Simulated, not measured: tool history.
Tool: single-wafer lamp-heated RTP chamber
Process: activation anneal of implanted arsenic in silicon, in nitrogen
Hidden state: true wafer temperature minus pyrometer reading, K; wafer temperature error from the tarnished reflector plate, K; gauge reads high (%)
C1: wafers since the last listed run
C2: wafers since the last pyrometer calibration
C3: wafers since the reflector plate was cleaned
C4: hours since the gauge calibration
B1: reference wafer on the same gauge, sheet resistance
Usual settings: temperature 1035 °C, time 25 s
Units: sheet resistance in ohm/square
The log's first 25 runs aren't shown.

run 26 hour=1337.2 | temperature=1025 time=15 | C1=766 C2=4709 C3=1989 C4=1032.5 | B1=170.92 | sheet_resistance=175.99
-- hour=1405.8 pyrometer window cleaned and pyrometer calibrated
run 27 hour=1406.3 | temperature=1035 time=25 | C1=668 C2=5 C3=2657 C4=1101.6 | B1=170.97 | sheet_resistance=172.61
run 28 hour=1578.3 | temperature=1023 time=18 | C1=1881 C2=1887 C3=4539 C4=1273.6 | B1=170.92 | sheet_resistance=174.61
run 29 hour=1602.7 | temperature=1035 time=25 | C1=266 C2=2154 C3=4806 C4=1298.0 | B1=171.03 | sheet_resistance=171.73
run 30 hour=1649.8 | temperature=1010 time=32 | C1=515 C2=2670 C3=5322 C4=1345.1 | B1=170.83 | sheet_resistance=174.09
run 31 hour=1677.1 | temperature=1005 time=37 | C1=298 C2=2968 C3=5620 C4=1372.4 | B1=171.03 | sheet_resistance=173.75
run 32 hour=1713.3 | temperature=1035 time=25 | C1=396 C2=3364 C3=6016 C4=1408.6 | B1=170.94 | sheet_resistance=171.60
-- hour=1737.4 reflector plate cleaned
run 33 hour=1776.7 | temperature=1050 time=14 | C1=606 C2=3970 C3=430 C4=1472.0 | B1=171.08 | sheet_resistance=173.83
run 34 hour=1840.7 | temperature=1035 time=25 | C1=700 C2=4671 C3=1130 C4=1536.0 | B1=171.03 | sheet_resistance=172.93
-- hour=1862.8 gauge calibrated
run 35 hour=1868.3 | temperature=1005 time=12 | C1=301 C2=4973 C3=1432 C4=5.5 | B1=171.04 | sheet_resistance=179.04

5 ways to go on from here, each from the tool as it stands after run 35. What would each give?
run A hour=1868.7 | temperature=1035 time=25 | C1=4 C2=4977 C3=1436 C4=5.9 | B1=? | sheet_resistance=?
run B hour=1868.7 | temperature=1017 time=34 | C1=4 C2=4977 C3=1436 C4=5.9 | B1=? | sheet_resistance=?
run C hour=1868.7 | temperature=1051 time=31 | C1=4 C2=4977 C3=1436 C4=5.9 | B1=? | sheet_resistance=?
run D hour=1868.7 | temperature=1013 time=39 | C1=4 C2=4977 C3=1436 C4=5.9 | B1=? | sheet_resistance=?
run E hour=1868.7 | temperature=1010 time=21 | C1=4 C2=4977 C3=1436 C4=5.9 | B1=? | sheet_resistance=?

run=A B1=171.00 sheet_resistance=172.92
run=B B1=171.00 sheet_resistance=173.51
run=C B1=171.00 sheet_resistance=169.65
run=D B1=171.00 sheet_resistance=173.28
run=E B1=171.00 sheet_resistance=176.55
Without the tool's hidden state the same runs would have given:
run=A sheet_resistance=173.32
run=B sheet_resistance=173.89
run=C sheet_resistance=170.11
run=D sheet_resistance=173.66
run=E sheet_resistance=176.90
